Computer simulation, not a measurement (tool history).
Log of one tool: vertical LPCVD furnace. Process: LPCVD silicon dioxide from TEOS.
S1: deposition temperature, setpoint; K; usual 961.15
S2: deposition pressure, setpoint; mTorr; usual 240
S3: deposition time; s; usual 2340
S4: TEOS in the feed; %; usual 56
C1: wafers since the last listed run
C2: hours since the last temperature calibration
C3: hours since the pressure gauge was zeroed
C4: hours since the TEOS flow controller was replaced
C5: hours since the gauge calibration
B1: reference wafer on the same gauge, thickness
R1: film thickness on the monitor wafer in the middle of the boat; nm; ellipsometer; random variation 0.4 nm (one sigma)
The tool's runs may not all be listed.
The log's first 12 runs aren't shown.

{"run": 13, "hour": 307.5, "S1": 961.15, "S2": 240, "S3": 2340, "S4": 56, "C1": 528, "C2": 2694.4, "C3": 211.8, "C4": 1797.2, "C5": 798.2, "B1": 201.97, "R1": 182.4}
{"hour": 344.3, "done": "gauge calibrated"}
{"hour": 348.0, "done": "thermocouples replaced and temperature profile calibrated"}
{"run": 14, "hour": 348.5, "S1": 961.15, "S2": 205, "S3": 2340, "S4": 63, "C1": 333, "C2": 0.5, "C3": 252.8, "C4": 1838.2, "C5": 4.2, "B1": 201.99, "R1": 186.45}
{"run": 15, "hour": 389.1, "S1": 972.15, "S2": 240, "S3": 2340, "S4": 60, "C1": 795, "C2": 41.1, "C3": 293.4, "C4": 1878.8, "C5": 44.8, "B1": 202.06, "R1": 254.75}
{"run": 16, "hour": 409.6, "S1": 961.15, "S2": 240, "S3": 2340, "S4": 56, "C1": 401, "C2": 61.6, "C3": 313.9, "C4": 1899.3, "C5": 65.3, "B1": 202.01, "R1": 191.25}
{"run": 17, "hour": 430.4, "S1": 950.15, "S2": 240, "S3": 2970, "S4": 56, "C1": 407, "C2": 82.4, "C3": 334.7, "C4": 1920.1, "C5": 86.1, "B1": 201.77, "R1": 186.19}
{"run": 18, "hour": 444.2, "S1": 961.15, "S2": 240, "S3": 2340, "S4": 56, "C1": 270, "C2": 96.2, "C3": 348.5, "C4": 1933.9, "C5": 99.9, "B1": 202.06, "R1": 190.19}
{"run": 19, "hour": 461.1, "S1": 961.15, "S2": 240, "S3": 2340, "S4": 51, "C1": 331, "C2": 113.1, "C3": 365.4, "C4": 1950.8, "C5": 116.8, "B1": 201.98, "R1": 181.74}
{"run": 20, "hour": 497.0, "S1": 949.15, "S2": 200, "S3": 2340, "S4": 56, "C1": 703, "C2": 149.0, "C3": 401.3, "C4": 1986.7, "C5": 152.7, "B1": 201.9, "R1": 131.35}
{"run": 21, "hour": 531.3, "S1": 961.15, "S2": 240, "S3": 2340, "S4": 56, "C1": 671, "C2": 183.3, "C3": 435.6, "C4": 2021.0, "C5": 187.0, "B1": 201.97, "R1": 190.85}
{"hour": 556.5, "done": "TEOS flow controller replaced"}
{"run": 22, "hour": 561.1, "S1": 961.15, "S2": 280, "S3": 1530, "S4": 56, "C1": 113, "C2": 213.1, "C3": 465.4, "C4": 4.6, "C5": 216.8, "B1": 202.22, "R1": 134.89}
{"run": 23, "hour": 573.6, "S1": 956.15, "S2": 240, "S3": 2340, "S4": 56, "C1": 244, "C2": 225.6, "C3": 477.9, "C4": 17.1, "C5": 229.3, "B1": 202.02, "R1": 169.35}
{"hour": 606.6, "done": "thermocouples replaced and temperature profile calibrated, repeated, since the last time left the tool worse"}
{"run": 24, "hour": 607.1, "S1": 961.15, "S2": 240, "S3": 2340, "S4": 56, "C1": 186, "C2": 0.5, "C3": 511.4, "C4": 50.6, "C5": 262.8, "B1": 201.98, "R1": 172.95}
{"run": 25, "hour": 629.5, "S1": 968.15, "S2": 210, "S3": 2670, "S4": 56, "C1": 438, "C2": 22.9, "C3": 533.8, "C4": 73.0, "C5": 285.2, "B1": 201.92, "R1": 218.39}
{"run": 26, "hour": 693.1, "S1": 961.15, "S2": 240, "S3": 2340, "S4": 56, "C1": 1245, "C2": 86.5, "C3": 597.4, "C4": 136.6, "C5": 348.8, "B1": 202.03, "R1": 172.76}
{"run": 27, "hour": 711.4, "S1": 965.15, "S2": 240, "S3": 2340, "S4": 56, "C1": 358, "C2": 104.8, "C3": 615.7, "C4": 154.9, "C5": 367.1, "B1": 201.97, "R1": 190.08}
{"run": 28, "hour": 724.9, "S1": 961.15, "S2": 285, "S3": 2340, "S4": 56, "C1": 264, "C2": 118.3, "C3": 629.2, "C4": 168.4, "C5": 380.6, "B1": 202.03, "R1": 188.54}
{"run": 29, "hour": 744.0, "S1": 961.15, "S2": 240, "S3": 2340, "S4": 56, "C1": 374, "C2": 137.4, "C3": 648.3, "C4": 187.5, "C5": 399.7, "B1": 201.69, "R1": 172.8}
{"run": 30, "hour": 773.5, "S1": 961.15, "S2": 195, "S3": 2340, "S4": 56, "C1": 577, "C2": 166.9, "C3": 677.8, "C4": 217.0, "C5": 429.2, "B1": 201.86, "R1": 156.41}
{"run": 31, "hour": 795.9, "S1": 961.15, "S2": 240, "S3": 2340, "S4": 56, "C1": 438, "C2": 189.3, "C3": 700.2, "C4": 239.4, "C5": 451.6, "B1": 201.78, "R1": 172.87}
{"run": 32, "hour": 816.0, "S1": 969.15, "S2": 215, "S3": 1860, "S4": 45, "C1": 393, "C2": 209.4, "C3": 720.3, "C4": 259.5, "C5": 471.7, "B1": 201.83, "R1": 140.74}

3 ways to go on from here, each from the tool as it stands after run 32. What would each give?
{"run": "A", "hour": 820.2, "S1": 961.15, "S2": 240, "S3": 2340, "S4": 56, "C1": 82, "C2": 213.6, "C3": 724.5, "C4": 263.7, "C5": 475.9, "B1": "?", "R1": "?"}
{"run": "B", "hour": 820.2, "S1": 954.15, "S2": 275, "S3": 2010, "S4": 65, "C1": 82, "C2": 213.6, "C3": 724.5, "C4": 263.7, "C5": 475.9, "B1": "?", "R1": "?"}
{"run": "C", "hour": 820.2, "S1": 954.15, "S2": 240, "S3": 2340, "S4": 56, "C1": 82, "C2": 213.6, "C3": 724.5, "C4": 263.7, "C5": 475.9, "B1": "?", "R1": "?"}

run=A B1=201.75 R1=173.17
run=B B1=201.75 R1=144.99
run=C B1=201.75 R1=146.37
Without the tool's hidden state the same runs would have given:
run=A R1=173.10
run=B R1=144.93
run=C R1=146.31
